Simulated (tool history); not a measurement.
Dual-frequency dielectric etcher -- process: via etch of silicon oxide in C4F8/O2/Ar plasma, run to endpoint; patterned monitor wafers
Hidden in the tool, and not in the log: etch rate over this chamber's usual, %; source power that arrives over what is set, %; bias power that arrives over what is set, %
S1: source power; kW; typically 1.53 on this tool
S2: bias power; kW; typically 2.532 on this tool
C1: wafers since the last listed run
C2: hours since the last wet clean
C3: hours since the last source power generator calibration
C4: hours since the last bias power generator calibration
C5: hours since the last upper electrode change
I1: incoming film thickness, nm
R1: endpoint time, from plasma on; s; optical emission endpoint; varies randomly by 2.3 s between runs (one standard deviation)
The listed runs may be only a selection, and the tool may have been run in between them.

run     day    S1     S2   C1     C2      C3      C4      C5      I1     R1
  1       0  1.53  2.132    0  105.4  1678.4    3220  4977.5  1437.2  311.1
  2   0.612  1.53  2.132  108  120.1  1693.1  3234.7  4992.2  1444.2  312.3
  3   0.883  1.53  2.132   47  126.6  1699.6  3241.2  4998.7    1434  306.7
  4   1.329  1.43  2.532   78  137.3  1710.3  3251.9  5009.4  1430.3    308
  5   1.775  1.43  2.532   78    148    1721  3262.6  5020.1  1435.3  301.6
  6   2.142  1.43  2.532   64  156.8  1729.8  3271.4  5028.9  1429.7  302.3
  7   4.125  1.53  2.721  350  204.4  1777.4    3319  5076.5  1436.5  292.2
  8     4.5  1.53  2.721   66  213.4  1786.4    3328  5085.5  1444.8    296
  9   5.004  1.53  2.532   89  225.5  1798.5  3340.1  5097.6  1424.6  295.2
 10   6.358  1.72  2.532  239    258    1831  3372.6  5130.1  1439.9    287
      6.712  -- source power generator calibrated
 11   7.542  1.72  2.532  179  286.4    19.9    3401  5158.5  1439.4  277.9
      7.921  -- bias power generator calibrated
 12   7.942  1.72  2.532   41    296    29.5     0.5  5168.1  1431.6  284.2
 13   8.425  1.53  2.532   85  307.6    41.1    12.1  5179.7  1446.5  297.2
     10.142  -- upper electrode replaced
     10.758  -- wet clean of the chamber
 14  10.779  1.53  2.532  130    0.5    97.6    68.6    15.3  1441.6  300.1
 15  10.796  1.53  2.532    2    0.9      98      69    15.7  1432.9  296.6
 16  10.812  1.23  2.676    2    1.3    98.4    69.4    16.1  1432.7  324.1
 17   11.75  1.39  2.987  165   23.8   120.9    91.9    38.6  1444.9  297.4
 18  12.062  1.84  2.731   55   31.3   128.4    99.4    46.1  1444.5  269.5
 19  12.546  1.53  2.948   85   42.9     140     111    57.7  1438.7  283.5
 20  12.979  1.16  2.845   76   53.3   150.4   121.4    68.1  1434.6    326
 21  13.317  1.53  2.532   59   61.4   158.5   129.5    76.2  1437.2  302.3
 22  15.142  1.53  2.532  322  105.2   202.3   173.3     120  1436.7  297.8
 23  15.392  1.53  2.532   44  111.2   208.3   179.3     126  1421.8  293.4
 24  16.096  1.53  2.532  124  128.1   225.2   196.2   142.9  1432.1  292.7
 25  16.638  1.19  1.914   95  141.1   238.2   209.2   155.9  1435.2  356.8
 26  17.192  1.28   2.09   97  154.4   251.5   222.5   169.2    1441  335.8
 27  17.654  1.16  2.845   81  165.5   262.6   233.6   180.3  1435.8  325.5
 28  18.342  1.53  1.958  121    182   279.1   250.1   196.8  1433.3  317.9
 29  18.671  1.53  2.237   58  189.9     287     258   204.7  1431.3  304.3
 30  19.229  1.38  2.532   98  203.3   300.4   271.4   218.1  1450.8  315.2
 31   19.75  1.53  2.532   92  215.8   312.9   283.9   230.6  1430.8    296
 32  20.296  1.53  2.532   96  228.9     326     297   243.7  1440.3  302.3
 33  20.671  1.37  2.293   66  237.9     335     306   252.7    1448  323.5

What was the tool's hidden state at every run in the log?
etch rate over this chamber's usual, %: 0 across all the runs
source power that arrives over what is set, %: 0 across all the runs
bias power that arrives over what is set, %: 0 across all the runs

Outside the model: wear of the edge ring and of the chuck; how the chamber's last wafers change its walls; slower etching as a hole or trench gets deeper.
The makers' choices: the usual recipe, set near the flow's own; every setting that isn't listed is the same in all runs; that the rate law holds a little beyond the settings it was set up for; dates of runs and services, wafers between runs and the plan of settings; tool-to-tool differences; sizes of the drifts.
